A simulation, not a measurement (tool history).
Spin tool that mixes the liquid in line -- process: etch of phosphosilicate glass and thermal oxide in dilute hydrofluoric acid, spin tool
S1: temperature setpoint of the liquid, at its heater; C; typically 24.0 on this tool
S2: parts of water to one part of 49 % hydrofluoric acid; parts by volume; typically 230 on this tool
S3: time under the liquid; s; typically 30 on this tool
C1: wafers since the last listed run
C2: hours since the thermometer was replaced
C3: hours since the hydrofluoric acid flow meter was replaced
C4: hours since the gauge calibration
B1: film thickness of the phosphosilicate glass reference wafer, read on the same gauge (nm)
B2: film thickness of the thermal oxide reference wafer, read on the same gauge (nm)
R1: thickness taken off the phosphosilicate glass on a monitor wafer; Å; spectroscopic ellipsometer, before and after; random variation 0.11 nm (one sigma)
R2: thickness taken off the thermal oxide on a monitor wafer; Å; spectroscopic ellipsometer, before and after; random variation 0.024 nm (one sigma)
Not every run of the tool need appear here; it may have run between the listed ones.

| run | hour | S1 | S2 | S3 | C1 | C2 | C3 | C4 | B1 | B2 | R1 | R2 |
|---|---|---|---|---|---|---|---|---|---|---|---|---|
| 1 | 0.0 | 22.0 | 275 | 30 | 0 | 140.5 | 928.3 | 117.4 | 129.96 | 99.984 | 114.8 | 3.97 |
| 2 | 30.3 | 20.5 | 230 | 30 | 539 | 170.8 | 958.6 | 147.7 | 130.04 | 99.976 | 135.3 | 4.59 |
| 3 | 55.4 | 20.5 | 230 | 30 | 446 | 195.9 | 983.7 | 172.8 | 129.97 | 99.955 | 134.7 | 4.76 |
| 4 | 80.0 | 22.5 | 190 | 15 | 438 | 220.5 | 1008.3 | 197.4 | 129.99 | 100.011 | 92.4 | 3.44 |
| 5 | 107.6 | 26.0 | 230 | 30 | 491 | 248.1 | 1035.9 | 225.0 | 129.94 | 99.981 | 166.9 | 5.63 |
| 6 | 121.9 | 25.5 | 125 | 45 | 254 | 262.4 | 1050.2 | 239.3 | 130.00 | 99.943 | 505.6 | 18.09 |
| 7 | 138.8 | 24.0 | 230 | 30 | 300 | 279.3 | 1067.1 | 256.2 | 130.02 | 99.950 | 156.7 | 5.51 |
| 8 | 166.4 | 24.0 | 230 | 40 | 491 | 306.9 | 1094.7 | 283.8 | 129.98 | 100.005 | 205.9 | 7.39 |
| 9 | 198.4 | 24.0 | 230 | 20 | 569 | 338.9 | 1126.7 | 315.8 | 130.05 | 100.000 | 102.4 | 3.50 |
| 10 | 221.0 | 28.0 | 160 | 40 | 402 | 361.5 | 1149.3 | 338.4 | 130.03 | 100.048 | 367.1 | 13.85 |
| 11 | 240.7 | 25.5 | 125 | 45 | 350 | 381.2 | 1169.0 | 358.1 | 130.00 | 99.990 | 517.5 | 17.42 |
| 12 | 273.2 | 24.0 | 230 | 30 | 578 | 413.7 | 1201.5 | 390.6 | 129.99 | 99.960 | 155.7 | 5.50 |
| 13 | 296.8 | 28.0 | 200 | 20 | 420 | 437.3 | 1225.1 | 414.2 | 129.95 | 99.993 | 142.3 | 4.69 |
| 14 | 315.9 | 24.0 | 230 | 30 | 340 | 456.4 | 1244.2 | 433.3 | 130.03 | 100.031 | 157.0 | 5.53 |
| 15 | 346.1 | 24.0 | 115 | 40 | 537 | 486.6 | 1274.4 | 463.5 | 130.00 | 100.009 | 470.0 | 15.91 |
| 16 | 365.4 | 24.0 | 230 | 30 | 343 | 505.9 | 1293.7 | 482.8 | 130.01 | 99.969 | 156.3 | 5.89 |
|  | 389.8 | hydrofluoric acid flow meter replaced |
| 17 | 398.4 | 24.0 | 230 | 30 | 569 | 538.9 | 8.6 | 515.8 | 130.01 | 100.005 | 157.1 | 6.00 |
| 18 | 415.4 | 22.5 | 265 | 45 | 302 | 555.9 | 25.6 | 532.8 | 129.94 | 99.987 | 187.7 | 6.33 |
| 19 | 448.8 | 25.5 | 190 | 30 | 594 | 589.3 | 59.0 | 566.2 | 130.03 | 100.031 | 208.4 | 7.34 |
| 20 | 468.1 | 28.0 | 160 | 40 | 343 | 608.6 | 78.3 | 585.5 | 129.97 | 100.001 | 373.2 | 13.13 |
| 21 | 481.5 | 22.5 | 230 | 30 | 238 | 622.0 | 91.7 | 598.9 | 130.00 | 100.009 | 149.1 | 5.44 |
| 22 | 505.5 | 20.0 | 320 | 20 | 427 | 646.0 | 115.7 | 622.9 | 130.00 | 99.994 | 59.8 | 2.10 |
| 23 | 529.8 | 24.0 | 230 | 30 | 432 | 670.3 | 140.0 | 647.2 | 130.04 | 99.969 | 157.6 | 5.38 |
| 24 | 556.1 | 27.0 | 230 | 25 | 468 | 696.6 | 166.3 | 673.5 | 129.99 | 99.973 | 143.6 | 5.46 |
| 25 | 646.8 | 24.0 | 230 | 50 | 1615 | 787.3 | 257.0 | 764.2 | 129.98 | 100.021 | 263.2 | 8.75 |
| 26 | 664.5 | 27.0 | 230 | 30 | 315 | 805.0 | 274.7 | 781.9 | 130.05 | 100.047 | 174.8 | 5.95 |

Alternative continuations, all from the tool just after run 26; predict every row:
| A | 664.9 | 24.0 | 165 | 30 | 7 | 805.4 | 275.1 | 782.3 | ? | ? | ? | ? |
| B | 664.9 | 24.0 | 230 | 45 | 7 | 805.4 | 275.1 | 782.3 | ? | ? | ? | ? |
| C | 664.9 | 27.0 | 335 | 20 | 7 | 805.4 | 275.1 | 782.3 | ? | ? | ? | ? |
| D | 664.9 | 19.5 | 185 | 20 | 7 | 805.4 | 275.1 | 782.3 | ? | ? | ? | ? |

| run | B1 | B2 | R1 | R2 |
|---|---|---|---|---|
| A | 129.99 | 100.022 | 234.1 | 8.43 |
| B | 129.99 | 100.022 | 234.5 | 8.45 |
| C | 129.99 | 100.022 | 71.1 | 2.56 |
| D | 129.99 | 100.022 | 114.7 | 4.13 |
The same runs, with their run-to-run variation unchanged, on a tool lacking any hidden condition would have given:
| run | R1 | R2 |
|---|---|---|
| A | 226.3 | 8.15 |
| B | 227.0 | 8.18 |
| C | 69.0 | 2.49 |
| D | 110.8 | 3.99 |
